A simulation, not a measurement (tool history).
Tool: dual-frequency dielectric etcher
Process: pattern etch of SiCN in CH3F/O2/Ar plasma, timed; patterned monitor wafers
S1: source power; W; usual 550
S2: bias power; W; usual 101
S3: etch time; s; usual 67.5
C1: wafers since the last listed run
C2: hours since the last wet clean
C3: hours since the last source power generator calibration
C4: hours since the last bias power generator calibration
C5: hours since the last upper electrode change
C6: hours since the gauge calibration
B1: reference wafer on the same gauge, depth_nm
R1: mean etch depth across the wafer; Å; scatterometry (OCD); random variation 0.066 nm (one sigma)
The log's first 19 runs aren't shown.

{"run": 20, "hour": 397.6, "S1": 550, "S2": 101, "S3": 67.5, "C1": 145, "C2": 495.2, "C3": 233.2, "C4": 535.5, "C5": 17.2, "C6": 199.3, "B1": 30.9, "R1": 323.7}
{"run": 21, "hour": 430.2, "S1": 550, "S2": 101, "S3": 87, "C1": 289, "C2": 527.8, "C3": 265.8, "C4": 568.1, "C5": 49.8, "C6": 231.9, "B1": 30.9, "R1": 417.8}
{"run": 22, "hour": 448.9, "S1": 410, "S2": 101, "S3": 51.5, "C1": 166, "C2": 546.5, "C3": 284.5, "C4": 586.8, "C5": 68.5, "C6": 250.6, "B1": 30.92, "R1": 238.4}
{"run": 23, "hour": 474.7, "S1": 550, "S2": 101, "S3": 80, "C1": 229, "C2": 572.3, "C3": 310.3, "C4": 612.6, "C5": 94.3, "C6": 276.4, "B1": 30.89, "R1": 383.4}
{"run": 24, "hour": 577.5, "S1": 670, "S2": 101, "S3": 80.5, "C1": 913, "C2": 675.1, "C3": 413.1, "C4": 715.4, "C5": 197.1, "C6": 379.2, "B1": 30.88, "R1": 396.3}
{"hour": 615.2, "done": "wet clean of the chamber"}
{"run": 25, "hour": 615.7, "S1": 690, "S2": 101, "S3": 67.5, "C1": 126, "C2": 0.5, "C3": 451.3, "C4": 753.6, "C5": 235.3, "C6": 417.4, "B1": 30.88, "R1": 334.6}
{"run": 26, "hour": 616.1, "S1": 550, "S2": 101, "S3": 67.5, "C1": 3, "C2": 0.9, "C3": 451.7, "C4": 754, "C5": 235.7, "C6": 417.8, "B1": 30.91, "R1": 323.8}
{"run": 27, "hour": 635.4, "S1": 430, "S2": 101, "S3": 67.5, "C1": 171, "C2": 20.2, "C3": 471, "C4": 773.3, "C5": 255, "C6": 437.1, "B1": 30.89, "R1": 314.5}
{"run": 28, "hour": 659.2, "S1": 550, "S2": 101, "S3": 67.5, "C1": 211, "C2": 44, "C3": 494.8, "C4": 797.1, "C5": 278.8, "C6": 460.9, "B1": 30.9, "R1": 323.1}
{"run": 29, "hour": 680.0, "S1": 550, "S2": 101, "S3": 67.5, "C1": 184, "C2": 64.8, "C3": 515.6, "C4": 817.9, "C5": 299.6, "C6": 481.7, "B1": 30.89, "R1": 324.8}
{"run": 30, "hour": 714.7, "S1": 510, "S2": 101, "S3": 77.5, "C1": 308, "C2": 99.5, "C3": 550.3, "C4": 852.6, "C5": 334.3, "C6": 516.4, "B1": 30.92, "R1": 366.1}
{"run": 31, "hour": 736.5, "S1": 550, "S2": 101, "S3": 67.5, "C1": 193, "C2": 121.3, "C3": 572.1, "C4": 874.4, "C5": 356.1, "C6": 538.2, "B1": 30.94, "R1": 323.1}

Forecast each of these 3 alternatives for the next run:
{"run": "A", "hour": 736.9, "S1": 550, "S2": 101, "S3": 67.5, "C1": 3, "C2": 121.7, "C3": 572.5, "C4": 874.8, "C5": 356.5, "C6": 538.6, "B1": "?", "R1": "?"}
{"run": "B", "hour": 736.9, "S1": 660, "S2": 89, "S3": 67.5, "C1": 3, "C2": 121.7, "C3": 572.5, "C4": 874.8, "C5": 356.5, "C6": 538.6, "B1": "?", "R1": "?"}
{"run": "C", "hour": 736.9, "S1": 550, "S2": 115, "S3": 67.5, "C1": 3, "C2": 121.7, "C3": 572.5, "C4": 874.8, "C5": 356.5, "C6": 538.6, "B1": "?", "R1": "?"}

run=A B1=30.88 R1=323.4
run=B B1=30.88 R1=314
run=C B1=30.88 R1=342.5
Without the tool's hidden state the same runs would have given:
run=A R1=328.3
run=B R1=318.6
run=C R1=347.9
